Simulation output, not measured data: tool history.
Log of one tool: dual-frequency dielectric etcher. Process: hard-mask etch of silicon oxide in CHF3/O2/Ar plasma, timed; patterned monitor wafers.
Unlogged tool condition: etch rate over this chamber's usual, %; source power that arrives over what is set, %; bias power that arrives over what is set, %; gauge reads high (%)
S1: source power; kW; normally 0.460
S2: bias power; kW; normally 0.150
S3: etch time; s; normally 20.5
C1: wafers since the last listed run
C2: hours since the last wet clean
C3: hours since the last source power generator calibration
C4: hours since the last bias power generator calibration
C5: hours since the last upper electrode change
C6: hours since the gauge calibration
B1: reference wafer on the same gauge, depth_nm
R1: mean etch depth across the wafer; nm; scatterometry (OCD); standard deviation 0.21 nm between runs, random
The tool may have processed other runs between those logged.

run,hour,S1,S2,S3,C1,C2,C3,C4,C5,C6,B1,R1
1,0.0,0.380,0.150,20.5,0,344.4,3588.4,2662.0,4236.0,294.9,34.44,30.60
2,65.7,0.460,0.150,20.5,828,410.1,3654.1,2727.7,4301.7,360.6,34.54,31.72
# hour 122.8: wet clean of the chamber
3,123.3,0.460,0.150,20.5,423,0.5,3711.7,2785.3,4359.3,418.2,34.37,32.21
4,175.0,0.460,0.150,20.5,651,52.2,3763.4,2837.0,4411.0,469.9,34.54,31.72
5,243.1,0.460,0.150,23.0,858,120.3,3831.5,2905.1,4479.1,538.0,34.49,36.03
6,277.8,0.460,0.150,23.0,437,155.0,3866.2,2939.8,4513.8,572.7,34.46,35.83
7,325.2,0.460,0.150,23.0,597,202.4,3913.6,2987.2,4561.2,620.1,34.60,36.59
# hour 374.4: source power generator calibrated
8,392.2,0.420,0.150,20.5,794,269.4,17.8,3054.2,4628.2,687.1,34.61,31.15
9,442.1,0.420,0.150,20.5,629,319.3,67.7,3104.1,4678.1,737.0,34.58,31.52
10,503.8,0.420,0.150,20.5,778,381.0,129.4,3165.8,4739.8,798.7,34.56,31.29
# hour 547.9: upper electrode replaced
11,552.7,0.390,0.150,20.5,313,429.9,178.3,3214.7,4.8,847.6,34.49,30.97
12,613.0,0.550,0.138,20.5,760,490.2,238.6,3275.0,65.1,907.9,34.49,32.75
# hour 639.0: wet clean of the chamber
13,648.0,0.550,0.150,26.5,138,9.0,273.6,3310.0,100.1,942.9,34.59,43.42
14,692.0,0.510,0.150,20.5,554,53.0,317.6,3354.0,144.1,986.9,34.51,32.76
15,731.5,0.370,0.136,24.5,498,92.5,357.1,3393.5,183.6,1026.4,34.55,35.76
# hour 753.2: bias power generator calibrated
16,786.1,0.420,0.150,20.5,638,147.1,411.7,32.9,238.2,1081.0,34.52,31.49
17,830.6,0.460,0.120,20.5,561,191.6,456.2,77.4,282.7,1125.5,34.63,30.56
18,867.2,0.460,0.150,23.0,461,228.2,492.8,114.0,319.3,1162.1,34.48,36.12
19,892.1,0.460,0.132,20.5,313,253.1,517.7,138.9,344.2,1187.0,34.54,31.32
20,947.3,0.460,0.150,20.5,696,308.3,572.9,194.1,399.4,1242.2,34.50,32.21
# hour 970.7: gauge calibrated
21,999.3,0.360,0.150,20.5,655,360.3,624.9,246.1,451.4,28.6,34.44,30.14
22,1046.9,0.410,0.175,23.5,600,407.9,672.5,293.7,499.0,76.2,34.64,37.63
23,1103.1,0.570,0.127,25.5,708,464.1,728.7,349.9,555.2,132.4,34.61,40.79
24,1156.7,0.370,0.174,15.0,675,517.7,782.3,403.5,608.8,186.0,34.49,22.94
# hour 1186.3: wet clean of the chamber
25,1224.1,0.460,0.150,20.5,547,37.8,849.7,470.9,676.2,253.4,34.44,31.90

What if the next run were any one of these 4? Each begins from the tool's condition after run 25:
A,1224.5,0.400,0.150,20.5,5,38.2,850.1,471.3,676.6,253.8,?,?
B,1224.5,0.390,0.186,18.0,5,38.2,850.1,471.3,676.6,253.8,?,?
C,1224.5,0.520,0.163,17.5,5,38.2,850.1,471.3,676.6,253.8,?,?
D,1224.5,0.350,0.150,24.5,5,38.2,850.1,471.3,676.6,253.8,?,?

run,B1,R1
A,34.47,31.22
B,34.47,28.70
C,34.47,28.84
D,34.47,36.28
What these runs would have given with no unlogged condition in the tool:
run,R1
A,31.22
B,28.70
C,28.84
D,36.28
